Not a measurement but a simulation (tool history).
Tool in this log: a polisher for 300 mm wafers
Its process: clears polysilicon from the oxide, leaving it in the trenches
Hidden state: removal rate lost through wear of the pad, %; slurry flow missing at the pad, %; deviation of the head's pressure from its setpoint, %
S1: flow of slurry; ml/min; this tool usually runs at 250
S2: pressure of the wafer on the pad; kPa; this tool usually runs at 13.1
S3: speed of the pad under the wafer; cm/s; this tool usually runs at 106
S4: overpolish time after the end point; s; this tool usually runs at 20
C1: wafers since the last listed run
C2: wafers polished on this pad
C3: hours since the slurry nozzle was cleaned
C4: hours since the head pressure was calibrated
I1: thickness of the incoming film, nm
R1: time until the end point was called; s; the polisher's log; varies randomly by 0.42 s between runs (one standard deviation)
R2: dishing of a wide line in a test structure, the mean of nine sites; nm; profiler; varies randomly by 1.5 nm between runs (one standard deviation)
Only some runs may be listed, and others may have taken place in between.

run	hour	S1	S2	S3	S4	C1	C2	C3	C4	I1	R1	R2
1	0	250	13.1	106	20	0	2286	6.9	25.3	402.6	44	68.6
2	32.9	250	13.1	106	20	324	2611	39.8	58.2	397.1	43.6	66.1
3	72.4	250	13.1	106	20	389	3001	79.3	97.7	399.1	45.2	65.4
# hour 94.9: worn pad replaced by a new one
4	128.6	250	13.1	126	20	515	333	135.5	153.9	402	34.6	70.1
5	159.7	250	13.1	126	20	306	639	166.6	185	400.9	34.7	67.3
6	189	250	13.1	126	20	289	929	195.9	214.3	401.3	35.3	70.1
7	217	250	13.1	106	20	276	1205	223.9	242.3	399.2	42.1	68
8	251.2	250	9.7	106	20	337	1543	258.1	276.5	403	58.1	63
9	315.8	250	9.7	106	20	637	2180	322.7	341.1	393	58.4	61.4
10	346	250	14.5	106	20	298	2478	352.9	371.3	400.4	39.4	66.8
11	381.4	250	13.1	106	20	349	2828	388.3	406.7	395.1	43.6	64.9
12	420.2	250	13.1	106	20	382	3211	427.1	445.5	399.7	44.7	67.1
# hour 462.5: worn pad replaced by a new one
13	559.3	250	13.1	106	20	1333	955	566.2	584.6	403.3	42.6	64.8
# hour 580.1: slurry nozzle cleaned
# hour 610.6: head pressure recalibrated
14	625.1	250	13.1	124	20	619	1574	45	14.5	395.2	36.4	66.1
15	692.3	250	13.1	106	20	663	2238	112.2	81.7	394.4	43.3	66.1
16	753	250	13.1	106	16	599	2837	172.9	142.4	400	44.7	62.2
17	799.9	220	14.5	122	11	462	3300	219.8	189.3	402.1	36.5	59.2
# hour 808.4: worn pad replaced by a new one
18	951.1	250	13.1	70	13	1452	1408	371	340.5	396.9	64.5	49.1
19	1018.3	335	9	70	15	663	2071	438.2	407.7	400.2	94.8	43.7
20	1062.1	250	13.1	106	20	432	2504	482	451.5	405.2	44.9	64.9
21	1112.7	310	10.3	124	10	499	3003	532.6	502.1	392.3	47.1	48.4
# hour 1127.8: slurry nozzle cleaned
# hour 1169.6: worn pad replaced by a new one
22	1180.7	250	13.1	116	17	621	109	52.9	570.1	400.7	37.8	65.1
23	1235.8	250	13.1	90	20	543	653	108	625.2	404.5	50.5	67.2
24	1273.3	210	10.3	130	27	370	1023	145.5	662.7	394.7	44.1	68.8
25	1306	250	13.1	106	20	322	1345	178.2	695.4	394.5	42.4	68.1
# hour 1350.5: head pressure recalibrated
26	1358.4	250	13.1	76	20	497	1843	230.6	7.9	403	61.8	58.3
27	1419.4	250	13.1	106	20	602	2445	291.6	68.9	396	43.8	64.6
# hour 1470.3: worn pad replaced by a new one
28	1488.5	250	13.1	106	20	642	179	360.7	138	400.8	41.5	68.3
29	1550.3	250	13.1	106	20	609	789	422.5	199.8	402.1	42.7	64
30	1576.2	180	15.2	142	14	255	1045	448.4	225.7	403.4	29.3	67.6
31	1646.7	320	13.1	130	23	695	1741	518.9	296.2	398.4	33.7	72

5 ways to go on from here, each from the tool as it stands after run 31. What would each give?
A	1647.1	250	13.1	106	20	3	1744	519.3	296.6	401.6	?	?
B	1647.1	285	9.7	106	27	3	1744	519.3	296.6	401.6	?	?
C	1647.1	195	17.2	106	27	3	1744	519.3	296.6	401.6	?	?
D	1647.1	185	13.1	134	24	3	1744	519.3	296.6	401.6	?	?
E	1647.1	220	15.9	68	16	3	1744	519.3	296.6	401.6	?	?

run	R1	R2
A	43.3	68.1
B	57.9	68.2
C	34	72.1
D	35.7	71.4
E	56.7	59.2
Without the tool's hidden state the same runs would have given:
run	R1	R2
A	40.6	68.8
B	54.3	68.9
C	31.9	72.2
D	33.5	71.7
E	53.1	60.6
